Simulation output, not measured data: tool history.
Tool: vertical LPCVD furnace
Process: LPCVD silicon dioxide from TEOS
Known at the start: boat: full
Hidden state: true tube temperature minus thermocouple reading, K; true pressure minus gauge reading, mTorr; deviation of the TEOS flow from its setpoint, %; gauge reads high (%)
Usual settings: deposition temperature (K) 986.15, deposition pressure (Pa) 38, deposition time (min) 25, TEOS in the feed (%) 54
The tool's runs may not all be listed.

run     day  deposition temperature (K)  deposition pressure (Pa)  deposition time (min)  TEOS in the feed (%)  wafers since the last listed run  hours since the last temperature calibration  hours since the pressure gauge was zeroed  hours since the TEOS flow controller was replaced  hours since the gauge calibration  read-back reference wafer on the same gauge, thickness  film thickness on the monitor wafer in the middle of the boat (Å)
  1       0                      986.15                        38                     25                    54                                 0                                        1841.5                                     2831.8                                             2578.9                              129.4                                                  216.01                                                             2419.2
  2    2.15                      986.15                        38                     25                    54                               672                                        1893.1                                     2883.4                                             2630.5                                181                                                  216.02                                                             2422.7
  3   2.533                      986.15                        38                     25                    54                               119                                        1902.3                                     2892.6                                             2639.7                              190.2                                                  215.95                                                             2417.3
  4   3.138                      986.15                        38                     19                    54                               189                                        1916.8                                     2907.1                                             2654.2                              204.7                                                  216.03                                                               1849
  5   3.517                      986.15                        38                     25                    54                               118                                        1925.9                                     2916.2                                             2663.3                              213.8                                                  215.96                                                             2421.6
  6     3.8                      986.15                      31.3                     25                    54                                88                                        1932.7                                       2923                                             2670.1                              220.6                                                  216.04                                                               2210
  7   4.446                      986.15                      30.7                     25                    54                               202                                        1948.2                                     2938.5                                             2685.6                              236.1                                                  216.07                                                             2188.4
  8   4.871                      986.15                        40                     25                    54                               133                                        1958.4                                     2948.7                                             2695.8                              246.3                                                  215.99                                                             2494.5
        5.9  -- pressure gauge zeroed
  9   5.921                      986.15                        40                     25                    54                                15                                        1983.6                                        0.5                                               2721                              271.5                                                  216.02                                                             2495.4
 10   6.092                      986.15                        40                     25                    54                                53                                        1987.7                                        4.6                                             2725.1                              275.6                                                  216.03                                                               2501
      6.604  -- gauge calibrated
      7.404  -- TEOS flow controller replaced
 11   7.425                      986.15                        38                     25                    54                               104                                        2019.7                                       36.6                                                0.5                               19.7                                                  216.01                                                             2443.6
 12   7.592                      986.15                      30.7                     25                    54                                52                                        2023.7                                       40.6                                                4.5                               23.7                                                  215.99                                                             2192.7
 13   7.762                      980.15                      35.3                   15.5                    64                                41                                        2027.8                                       44.7                                                8.6                               27.8                                                  216.03                                                             1387.9
 14   7.929                      995.15                      29.3                   20.5                    51                                 0                                        2031.8                                       48.7                                               12.6                               31.8                                                  215.96                                                             2090.3
      8.725  -- thermocouples replaced and temperature profile calibrated
 15   8.746                      986.15                        32                     25                    54                                 6                                           0.5                                       68.3                                               32.2                               51.4                                                  216.05                                                             2054.9
 16   8.917                      990.15                        38                     25                    45                                53                                           4.6                                       72.4                                               36.3                               55.5                                                  216.02                                                             2242.3
 17   9.083                      986.15                        38                     25                    54                                52                                           8.6                                       76.4                                               40.3                               59.5                                                  216.03                                                             2247.9
 18   9.596                      991.15                        38                     25                    49                               160                                          20.9                                       88.7                                               52.6                               71.8                                                  216.03                                                               2388
 19  10.333                      986.15                        38                     25                    60                               230                                          38.6                                      106.4                                               70.3                               89.5                                                  216.02                                                             2366.7
 20  10.929                      990.15                        44                   29.5                    62                               186                                          52.9                                      120.7                                               84.6                              103.8                                                     216                                                             3340.4
 21  11.625                      986.15                      34.7                     25                    54                               217                                          69.6                                      137.4                                              101.3                              120.5                                                  215.98                                                             2143.4
 22  12.008                      993.15                        38                     25                    44                               119                                          78.8                                      146.6                                              110.5                              129.7                                                  215.98                                                             2376.9

Forecast each of these 5 alternatives for the next run:
  A  12.179                      986.15                        38                     17                    54                                53                                          82.9                                      150.7                                              114.6                              133.8                                                       ?                                                                  ?
  B  12.179                      986.15                        38                     25                    61                                53                                          82.9                                      150.7                                              114.6                              133.8                                                       ?                                                                  ?
  C  12.179                      990.15                        38                     17                    54                                53                                          82.9                                      150.7                                              114.6                              133.8                                                       ?                                                                  ?
  D  12.179                      986.15                        38                   18.5                    54                                53                                          82.9                                      150.7                                              114.6                              133.8                                                       ?                                                                  ?
  E  12.179                      993.15                      28.7                   16.5                    48                                53                                          82.9                                      150.7                                              114.6                              133.8                                                       ?                                                                  ?

run  read-back reference wafer on the same gauge, thickness  film thickness on the monitor wafer in the middle of the boat (Å)
  A                                                  216.05                                                             1527.8
  B                                                  216.05                                                             2387.9
  C                                                  216.05                                                             1671.7
  D                                                  216.05                                                             1662.6
  E                                                  216.05                                                             1420.8
Without the tool's hidden state the same runs would have given:
run  film thickness on the monitor wafer in the middle of the boat (Å)
  A                                                             1501.1
  B                                                             2346.2
  C                                                             1642.8
  D                                                             1633.6
  E                                                             1396.4
